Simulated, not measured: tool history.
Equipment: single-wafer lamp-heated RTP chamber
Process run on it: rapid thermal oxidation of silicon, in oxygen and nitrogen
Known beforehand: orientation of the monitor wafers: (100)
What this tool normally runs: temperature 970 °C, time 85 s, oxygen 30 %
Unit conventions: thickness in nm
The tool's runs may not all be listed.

| run | hour | temperature | time | oxygen | read-back reference wafer on the same gauge, thickness | thickness |
|---|---|---|---|---|---|---|
| 1 | 0.0 | 957 | 85 | 30 | 4.666 | 3.743 |
| 2 | 50.0 | 957 | 85 | 30 | 4.667 | 3.761 |
| 3 | 109.6 | 957 | 85 | 30 | 4.650 | 3.785 |
| 4 | 146.4 | 970 | 85 | 30 | 4.669 | 4.064 |
| 5 | 192.0 | 970 | 85 | 30 | 4.675 | 4.108 |
| 6 | 225.0 | 987 | 106 | 30 | 4.680 | 5.030 |
| 7 | 259.9 | 970 | 85 | 30 | 4.685 | 4.072 |
| 8 | 294.2 | 970 | 85 | 17 | 4.670 | 3.589 |
| 9 | 344.8 | 970 | 85 | 30 | 4.671 | 4.137 |
|  | 382.3 | pyrometer window cleaned and pyrometer calibrated |
| 10 | 386.3 | 970 | 85 | 30 | 4.685 | 4.048 |
| 11 | 450.4 | 970 | 85 | 30 | 4.661 | 4.040 |
| 12 | 512.6 | 981 | 85 | 40 | 4.670 | 4.715 |
| 13 | 581.5 | 978 | 85 | 30 | 4.670 | 4.272 |
| 14 | 613.6 | 978 | 85 | 30 | 4.669 | 4.270 |
| 15 | 670.3 | 978 | 85 | 30 | 4.670 | 4.267 |
| 16 | 737.6 | 970 | 85 | 51 | 4.669 | 4.766 |
|  | 786.3 | gauge calibrated |
| 17 | 919.7 | 970 | 85 | 51 | 4.665 | 4.845 |
| 18 | 989.0 | 949 | 50 | 55 | 4.676 | 3.546 |
| 19 | 1025.7 | 998 | 70 | 17 | 4.668 | 3.873 |
| 20 | 1053.6 | 970 | 54 | 17 | 4.665 | 3.123 |
| 21 | 1108.4 | 970 | 85 | 30 | 4.678 | 4.151 |
| 22 | 1164.2 | 998 | 85 | 50 | 4.650 | 5.949 |
|  | 1200.7 | pyrometer window cleaned and pyrometer calibrated |
| 23 | 1235.2 | 970 | 85 | 30 | 4.662 | 4.084 |
| 24 | 1271.5 | 970 | 127 | 30 | 4.660 | 4.741 |
| 25 | 1310.1 | 943 | 113 | 30 | 4.666 | 3.820 |
| 26 | 1338.9 | 962 | 98 | 17 | 4.668 | 3.545 |
| 27 | 1400.6 | 955 | 123 | 40 | 4.672 | 4.627 |
| 28 | 1455.2 | 970 | 85 | 30 | 4.667 | 4.067 |
| 29 | 1512.9 | 982 | 61 | 30 | 4.670 | 3.832 |
|  | 1553.7 | oxygen flow controller replaced |
| 30 | 1686.6 | 1000 | 74 | 30 | 4.672 | 4.743 |
| 31 | 1737.5 | 970 | 85 | 30 | 4.661 | 4.082 |
| 32 | 1801.1 | 970 | 85 | 30 | 4.657 | 4.121 |
| 33 | 1870.4 | 999 | 85 | 30 | 4.662 | 4.994 |
| 34 | 1920.6 | 996 | 70 | 47 | 4.674 | 5.253 |
| 35 | 1947.2 | 970 | 85 | 30 | 4.677 | 4.157 |
| 36 | 1983.7 | 947 | 65 | 42 | 4.659 | 3.600 |
| 37 | 2031.0 | 970 | 85 | 48 | 4.667 | 4.820 |

Branching from run 37: 5 alternative next runs. What would each branch give?
| A | 2031.5 | 970 | 85 | 49 | ? | ? |
| B | 2031.5 | 979 | 85 | 40 | ? | ? |
| C | 2031.5 | 994 | 50 | 55 | ? | ? |
| D | 2031.5 | 955 | 51 | 17 | ? | ? |
| E | 2031.5 | 948 | 46 | 47 | ? | ? |

| run | read-back reference wafer on the same gauge, thickness | thickness |
|---|---|---|
| A | 4.685 | 4.844 |
| B | 4.685 | 4.832 |
| C | 4.685 | 4.763 |
| D | 4.685 | 2.912 |
| E | 4.685 | 3.322 |
With no hidden state in the tool, these same runs would have given:
| run | thickness |
|---|---|
| A | 4.657 |
| B | 4.650 |
| C | 4.584 |
| D | 2.856 |
| E | 3.228 |
